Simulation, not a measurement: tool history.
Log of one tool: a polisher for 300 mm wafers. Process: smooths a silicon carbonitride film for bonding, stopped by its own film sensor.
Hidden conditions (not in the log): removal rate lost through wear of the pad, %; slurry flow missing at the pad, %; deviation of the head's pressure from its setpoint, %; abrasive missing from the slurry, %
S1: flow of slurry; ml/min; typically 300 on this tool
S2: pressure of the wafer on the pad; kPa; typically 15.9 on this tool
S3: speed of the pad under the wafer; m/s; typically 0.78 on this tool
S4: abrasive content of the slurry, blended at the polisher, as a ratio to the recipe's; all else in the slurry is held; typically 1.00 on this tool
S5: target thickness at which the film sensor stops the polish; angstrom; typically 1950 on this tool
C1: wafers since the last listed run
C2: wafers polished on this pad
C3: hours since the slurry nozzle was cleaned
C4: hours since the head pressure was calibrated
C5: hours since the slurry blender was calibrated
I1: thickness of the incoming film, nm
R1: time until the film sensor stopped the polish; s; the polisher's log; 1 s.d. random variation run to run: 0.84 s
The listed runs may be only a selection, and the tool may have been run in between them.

run	hour	S1	S2	S3	S4	S5	C1	C2	C3	C4	C5	I1	R1
1	0.0	300	15.9	0.58	1.00	1950	0	5152	239.4	1085.6	223.8	212.7	124.3
2	88.4	300	15.9	0.78	1.00	1950	1448	6601	327.8	1174.0	312.2	212.6	96.5
# hour 166.5: head pressure recalibrated
3	258.1	300	15.9	0.78	1.00	1950	2748	9349	497.5	91.6	481.9	205.3	58.2
4	303.9	300	15.9	0.78	1.00	1950	750	10100	543.3	137.4	527.7	206.7	66.4
5	403.5	300	15.9	0.78	1.00	1970	1632	11733	642.9	237.0	627.3	211.6	83.3
# hour 451.9: slurry blender recalibrated
6	469.5	300	15.9	0.78	1.00	1970	1048	12782	708.9	303.0	17.6	209.0	66.9
# hour 501.7: worn pad replaced by a new one
7	506.5	300	17.9	0.78	1.00	1950	540	78	745.9	340.0	54.6	206.2	54.0
# hour 512.3: slurry nozzle cleaned
8	590.5	405	15.9	0.78	1.00	1910	1360	1439	78.2	424.0	138.6	210.8	104.4
9	670.8	210	13.1	0.78	1.00	1950	1316	2755	158.5	504.3	218.9	210.3	97.5
10	767.6	255	15.9	0.78	0.75	1970	1586	4341	255.3	601.1	315.7	209.9	95.2
11	853.0	300	11.7	0.78	1.00	1950	1399	5741	340.7	686.5	401.1	209.9	101.6
12	891.0	300	15.9	0.62	1.00	1950	622	6364	378.7	724.5	439.1	208.6	89.3
13	943.6	300	15.9	0.78	1.00	1900	862	7226	431.3	777.1	491.7	209.8	109.4
14	1018.8	300	15.9	0.78	1.00	1950	1232	8459	506.5	852.3	566.9	208.2	73.7
15	1111.2	300	15.9	0.78	1.00	1950	1514	9973	598.9	944.7	659.3	206.6	65.1
# hour 1154.4: slurry nozzle cleaned
# hour 1155.5: worn pad replaced by a new one, of another model than before
16	1174.0	220	15.9	0.62	1.10	1960	996	303	19.6	1007.5	722.1	211.8	86.5
17	1222.6	300	11.7	0.78	1.00	1950	796	1100	68.2	1056.1	770.7	208.8	98.6
# hour 1230.8: slurry blender recalibrated
18	1290.1	300	15.9	0.62	1.00	1950	1073	2174	135.7	1123.6	59.3	208.6	79.1
19	1384.2	300	21.4	0.96	1.30	2000	1542	3716	229.8	1217.7	153.4	211.3	34.9
20	1441.4	325	15.9	0.78	1.00	1910	937	4653	287.0	1274.9	210.6	208.2	93.4
# hour 1471.5: head pressure recalibrated
21	1495.8	300	15.9	0.58	1.00	1950	858	5512	341.4	24.3	265.0	214.1	120.2
22	1556.0	300	15.9	0.78	1.00	1950	986	6499	401.6	84.5	325.2	208.7	74.5
23	1606.3	300	11.7	0.78	0.85	1920	824	7323	451.9	134.8	375.5	214.7	196.9
24	1712.5	300	15.9	0.78	1.00	1950	1740	9064	558.1	241.0	481.7	209.9	84.7
25	1758.6	300	15.9	0.86	1.00	1950	755	9820	604.2	287.1	527.8	209.7	77.8
# hour 1787.5: slurry nozzle cleaned
# hour 1826.2: worn pad replaced by a new one
26	1865.2	300	10.3	0.78	1.15	1910	1665	639	77.7	393.7	634.4	210.2	139.7
27	1934.0	300	15.9	0.78	1.00	1950	1127	1766	146.5	462.5	703.2	210.8	85.3
# hour 1983.5: slurry blender recalibrated
28	1995.7	300	11.0	0.78	1.30	1980	978	2745	208.2	524.2	12.2	209.3	75.4
29	2074.1	300	15.9	0.78	1.00	1950	1284	4030	286.6	602.6	90.6	212.4	95.5
30	2168.6	300	15.9	0.78	1.00	1950	1548	5579	381.1	697.1	185.1	206.3	62.2
31	2359.8	385	15.9	0.50	1.00	1950	3133	8713	572.3	888.3	376.3	208.1	84.9

What differs in the tool's unlogged condition from the final listed run ahead of each entry between runs to the first listed run following it?
From run 2 to run 3: head pressure recalibrated (hour 166.5)
  removal rate lost through wear of the pad, %: 7.56 -> 8.31
  measured result minus the result with no hidden state, R1: +7.3 -> +4.8 s
From run 5 to run 6: slurry blender recalibrated (hour 451.9)
  removal rate lost through wear of the pad, %: 8.64 -> 8.73
  measured result minus the result with no hidden state, R1: +7.2 -> +5.8 s
From run 6 to run 7: worn pad replaced by a new one (hour 501.7)
  removal rate lost through wear of the pad, %: 8.73 -> 0.637
  measured result minus the result with no hidden state, R1: +5.8 -> +0.3 s
From run 7 to run 8: slurry nozzle cleaned (hour 512.3)
  removal rate lost through wear of the pad, %: 0.637 -> 2.95
  measured result minus the result with no hidden state, R1: +0.3 -> +3.1 s
From run 15 to run 16: slurry nozzle cleaned (hour 1154.4); worn pad replaced by a new one, of another model than before (hour 1155.5)
  removal rate lost through wear of the pad, %: 7.84 -> 0.99
  measured result minus the result with no hidden state, R1: +5.1 -> +0.9 s
From run 17 to run 18: slurry blender recalibrated (hour 1230.8)
  removal rate lost through wear of the pad, %: 2.35 -> 3.83
  measured result minus the result with no hidden state, R1: +2.4 -> +3.1 s
From run 20 to run 21: head pressure recalibrated (hour 1471.5)
  removal rate lost through wear of the pad, %: 5.96 -> 6.45
  measured result minus the result with no hidden state, R1: +5.6 -> +7.7 s
From run 25 to run 26: slurry nozzle cleaned (hour 1787.5); worn pad replaced by a new one (hour 1826.2)
  removal rate lost through wear of the pad, %: 7.74 -> 1.44
  measured result minus the result with no hidden state, R1: +6.0 -> +2.0 s
From run 27 to run 28: slurry blender recalibrated (hour 1983.5)
  removal rate lost through wear of the pad, %: 3.13 -> 4.29
  measured result minus the result with no hidden state, R1: +2.6 -> +3.3 s

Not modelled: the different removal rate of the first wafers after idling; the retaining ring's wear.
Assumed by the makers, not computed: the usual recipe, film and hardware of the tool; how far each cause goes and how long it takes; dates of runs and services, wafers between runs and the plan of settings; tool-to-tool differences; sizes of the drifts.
